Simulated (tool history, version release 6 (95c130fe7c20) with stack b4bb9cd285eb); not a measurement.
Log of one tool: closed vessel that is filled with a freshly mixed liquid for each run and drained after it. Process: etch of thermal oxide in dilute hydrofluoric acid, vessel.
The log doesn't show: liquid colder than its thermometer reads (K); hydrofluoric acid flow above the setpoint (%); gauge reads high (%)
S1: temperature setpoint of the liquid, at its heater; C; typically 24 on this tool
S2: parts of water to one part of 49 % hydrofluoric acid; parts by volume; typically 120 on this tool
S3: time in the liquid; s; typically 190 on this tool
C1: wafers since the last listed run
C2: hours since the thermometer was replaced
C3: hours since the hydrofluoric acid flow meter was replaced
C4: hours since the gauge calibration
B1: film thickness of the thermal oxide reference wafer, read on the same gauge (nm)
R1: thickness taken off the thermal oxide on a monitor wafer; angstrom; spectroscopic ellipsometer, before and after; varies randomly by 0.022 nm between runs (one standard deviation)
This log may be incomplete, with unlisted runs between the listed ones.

run	day	S1	S2	S3	C1	C2	C3	C4	B1	R1
1	0	24	120	190	0	602.3	2043.4	469.3	50	62.5
2	0.988	24	120	190	2264	626	2067.1	493	50	62.4
3	2.625	24	120	190	3754	665.3	2106.4	532.3	49.97	62.4
4	3.817	24	120	190	2732	693.9	2135	560.9	49.98	62.1
5	5.154	24	140	190	3066	726	2167.1	593	50.01	52.3
6	6.071	24	140	190	2101	748	2189.1	615	50.01	52.1
7	7.092	24	120	190	2340	772.5	2213.6	639.5	50.01	62.5
# day 7.171: hydrofluoric acid flow meter replaced
8	7.879	24	120	190	1710	791.4	17	658.4	50.02	62.5
9	8.621	24	120	190	1700	809.2	34.8	676.2	49.98	62.4
10	9.325	24	120	190	1614	826.1	51.7	693.1	49.99	62.5
# day 9.883: gauge calibrated
11	10.029	24	120	190	1614	843	68.6	3.5	50.01	62.6
12	10.6	22.5	165	235	1308	856.7	82.3	17.2	49.98	50
# day 11.417: thermometer replaced
13	12.017	28	120	105	3152	14.4	116.3	51.2	49.98	40.1
14	13.483	29	120	220	3362	49.6	151.5	86.4	49.99	86.7
15	14.021	20	120	285	1232	62.5	164.4	99.3	50.01	79.7
16	16.746	24	120	190	6247	127.9	229.8	164.7	50	62.5
17	17.588	26.5	140	120	1929	148.1	250	184.9	50.01	36.3
18	18.85	26.5	140	120	2894	178.4	280.3	215.2	49.99	36.4
19	20.15	24	100	190	2980	209.6	311.5	246.4	49.99	76.8
20	21.583	24	120	190	3286	244	345.9	280.8	50	61.8
21	22.675	24	150	190	2503	270.2	372.1	307	50.02	48

Alternative continuations, all from the tool just after run 21; predict every row:
A	22.704	24	120	150	66	270.9	372.8	307.7	?	?
B	22.704	19.5	120	190	66	270.9	372.8	307.7	?	?
C	22.704	20	160	240	66	270.9	372.8	307.7	?	?
D	22.704	24	95	190	66	270.9	372.8	307.7	?	?
E	22.704	28	85	130	66	270.9	372.8	307.7	?	?

run	B1	R1
A	50.01	49.2
B	50.01	52.1
C	50.01	48.3
D	50.01	81.1
E	50.01	73.5
Take away the tool's hidden state, keep each run's random variation, and the runs would have read:
run	R1
A	49.2
B	52.1
C	48.3
D	81.1
E	73.5
